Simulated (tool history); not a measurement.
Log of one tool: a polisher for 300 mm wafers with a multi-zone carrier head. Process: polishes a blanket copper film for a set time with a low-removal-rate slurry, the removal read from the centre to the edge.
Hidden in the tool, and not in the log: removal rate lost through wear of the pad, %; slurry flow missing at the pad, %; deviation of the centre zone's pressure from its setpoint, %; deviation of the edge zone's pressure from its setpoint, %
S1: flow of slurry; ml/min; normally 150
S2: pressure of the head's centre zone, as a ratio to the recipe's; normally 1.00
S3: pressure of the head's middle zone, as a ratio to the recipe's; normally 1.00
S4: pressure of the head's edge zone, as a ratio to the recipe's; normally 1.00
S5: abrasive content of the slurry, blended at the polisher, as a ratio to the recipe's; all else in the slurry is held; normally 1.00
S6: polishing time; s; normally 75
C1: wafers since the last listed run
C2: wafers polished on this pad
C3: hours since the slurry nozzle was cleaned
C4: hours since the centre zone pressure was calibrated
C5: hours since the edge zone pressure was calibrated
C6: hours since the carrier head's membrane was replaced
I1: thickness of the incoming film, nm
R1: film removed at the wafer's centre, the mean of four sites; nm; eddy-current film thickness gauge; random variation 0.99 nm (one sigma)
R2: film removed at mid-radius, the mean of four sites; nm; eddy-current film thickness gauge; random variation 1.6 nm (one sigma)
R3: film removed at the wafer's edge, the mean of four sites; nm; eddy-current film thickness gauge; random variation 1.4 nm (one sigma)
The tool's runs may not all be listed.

run 1 hour=0.0 | S1=125 S2=0.95 S3=1.00 S4=0.92 S5=1.10 S6=75 | C1=0 C2=1140 C3=115.3 C4=989.4 C5=0.5 C6=93.8 | I1=1324.4 | R1=117.1 R2=124.6 R3=116.8
run 2 hour=34.8 | S1=150 S2=0.89 S3=1.00 S4=0.96 S5=1.00 S6=75 | C1=457 C2=1597 C3=150.1 C4=1024.2 C5=35.3 C6=128.6 | I1=1341.2 | R1=105.7 R2=124.6 R3=116.1
run 3 hour=42.9 | S1=180 S2=1.00 S3=1.03 S4=1.00 S5=1.00 S6=64 | C1=106 C2=1704 C3=158.2 C4=1032.3 C5=43.4 C6=136.7 | I1=1313.2 | R1=104.3 R2=109.0 R3=103.4
run 4 hour=50.9 | S1=150 S2=1.00 S3=1.00 S4=1.00 S5=1.00 S6=75 | C1=105 C2=1809 C3=166.2 C4=1040.3 C5=51.4 C6=144.7 | I1=1342.5 | R1=118.2 R2=121.1 R3=120.0
-- hour=55.9 worn pad replaced by a new one
run 5 hour=66.1 | S1=150 S2=1.00 S3=1.10 S4=1.00 S5=0.80 S6=75 | C1=147 C2=134 C3=181.4 C4=1055.5 C5=66.6 C6=159.9 | I1=1322.5 | R1=117.0 R2=129.8 R3=117.5
run 6 hour=80.3 | S1=150 S2=1.00 S3=1.00 S4=1.00 S5=1.00 S6=75 | C1=186 C2=320 C3=195.6 C4=1069.7 C5=80.8 C6=174.1 | I1=1327.7 | R1=128.7 R2=126.6 R3=125.7
run 7 hour=89.4 | S1=150 S2=1.00 S3=1.00 S4=1.00 S5=1.00 S6=97 | C1=119 C2=440 C3=204.7 C4=1078.8 C5=89.9 C6=183.2 | I1=1327.3 | R1=161.8 R2=168.9 R3=166.8
run 8 hour=105.6 | S1=130 S2=1.00 S3=1.00 S4=1.04 S5=0.80 S6=52 | C1=213 C2=653 C3=220.9 C4=1095.0 C5=106.1 C6=199.4 | I1=1336.6 | R1=79.9 R2=81.0 R3=81.2
run 9 hour=116.6 | S1=150 S2=1.00 S3=1.00 S4=1.00 S5=1.00 S6=75 | C1=144 C2=798 C3=231.9 C4=1106.0 C5=117.1 C6=210.4 | I1=1317.3 | R1=125.9 R2=126.3 R3=123.7
run 10 hour=133.7 | S1=150 S2=1.00 S3=1.00 S4=1.00 S5=1.00 S6=75 | C1=224 C2=1023 C3=249.0 C4=1123.1 C5=134.2 C6=227.5 | I1=1335.0 | R1=124.8 R2=126.7 R3=124.9
-- hour=140.9 centre zone pressure recalibrated
run 11 hour=145.8 | S1=150 S2=0.94 S3=1.00 S4=1.00 S5=1.00 S6=53 | C1=132 C2=1156 C3=261.1 C4=4.9 C5=146.3 C6=239.6 | I1=1305.0 | R1=81.1 R2=87.7 R3=88.2
run 12 hour=157.7 | S1=150 S2=1.00 S3=1.00 S4=1.00 S5=1.00 S6=75 | C1=156 C2=1312 C3=273.0 C4=16.8 C5=158.2 C6=251.5 | I1=1324.7 | R1=123.3 R2=124.2 R3=123.9
run 13 hour=171.0 | S1=150 S2=1.00 S3=0.90 S4=0.94 S5=0.90 S6=75 | C1=174 C2=1487 C3=286.3 C4=30.1 C5=171.5 C6=264.8 | I1=1328.0 | R1=118.4 R2=110.5 R3=113.8
run 14 hour=184.0 | S1=150 S2=0.94 S3=1.00 S4=1.00 S5=1.00 S6=53 | C1=171 C2=1658 C3=299.3 C4=43.1 C5=184.5 C6=277.8 | I1=1338.3 | R1=79.9 R2=88.4 R3=85.6
-- hour=193.2 worn pad replaced by a new one
run 15 hour=197.4 | S1=150 S2=1.00 S3=1.09 S4=1.00 S5=1.00 S6=62 | C1=123 C2=55 C3=312.7 C4=56.5 C5=197.9 C6=291.2 | I1=1314.8 | R1=105.8 R2=115.8 R3=104.6
run 16 hour=211.1 | S1=150 S2=1.00 S3=1.00 S4=1.00 S5=1.00 S6=75 | C1=180 C2=235 C3=326.4 C4=70.2 C5=211.6 C6=304.9 | I1=1328.5 | R1=127.6 R2=128.8 R3=126.4
run 17 hour=222.1 | S1=150 S2=1.00 S3=1.03 S4=1.00 S5=1.00 S6=75 | C1=144 C2=380 C3=337.4 C4=81.2 C5=222.6 C6=315.9 | I1=1318.3 | R1=128.3 R2=133.9 R3=127.2
run 18 hour=235.3 | S1=190 S2=0.96 S3=1.00 S4=0.96 S5=1.00 S6=75 | C1=173 C2=553 C3=350.6 C4=94.4 C5=235.8 C6=329.1 | I1=1313.0 | R1=125.6 R2=132.6 R3=125.0
run 19 hour=245.8 | S1=150 S2=1.00 S3=0.93 S4=1.06 S5=1.00 S6=75 | C1=138 C2=691 C3=361.1 C4=104.9 C5=246.3 C6=339.6 | I1=1331.8 | R1=128.3 R2=120.7 R3=133.2
run 20 hour=263.0 | S1=150 S2=1.00 S3=1.00 S4=1.00 S5=1.00 S6=75 | C1=226 C2=918 C3=378.3 C4=122.1 C5=263.5 C6=356.8 | I1=1325.5 | R1=125.5 R2=128.0 R3=127.1
run 21 hour=270.0 | S1=150 S2=1.00 S3=1.00 S4=1.00 S5=1.00 S6=75 | C1=92 C2=1010 C3=385.3 C4=129.1 C5=270.5 C6=363.8 | I1=1319.6 | R1=124.0 R2=128.3 R3=126.5
run 22 hour=288.0 | S1=150 S2=1.00 S3=1.00 S4=1.00 S5=1.00 S6=91 | C1=236 C2=1247 C3=403.3 C4=147.1 C5=288.5 C6=381.8 | I1=1326.4 | R1=149.4 R2=151.7 R3=148.4
run 23 hour=295.6 | S1=150 S2=1.00 S3=1.00 S4=1.00 S5=1.00 S6=75 | C1=99 C2=1347 C3=410.9 C4=154.7 C5=296.1 C6=389.4 | I1=1318.1 | R1=123.2 R2=125.2 R3=122.4

What was the tool's hidden state at every run in the log?
slurry flow missing at the pad, %: 0 at every run
deviation of the centre zone's pressure from its setpoint, %: 0 at every run
deviation of the edge zone's pressure from its setpoint, %: 0 at every run
H1: removal rate lost through wear of the pad, %
run=1 H1=3.07
run=2 H1=5.34
run=3 H1=5.97
run=4 H1=6.64
run=5 H1=0.334
run=6 H1=0.485
run=7 H1=0.647
run=8 H1=1.06
run=9 H1=1.44
run=10 H1=2.16
run=11 H1=2.79
run=12 H1=3.49
run=13 H1=4.38
run=14 H1=5.35
run=15 H1=0.44
run=16 H1=0.533
run=17 H1=0.692
run=18 H1=0.98
run=19 H1=1.29
run=20 H1=1.93
run=21 H1=2.25
run=22 H1=3.2
run=23 H1=3.66
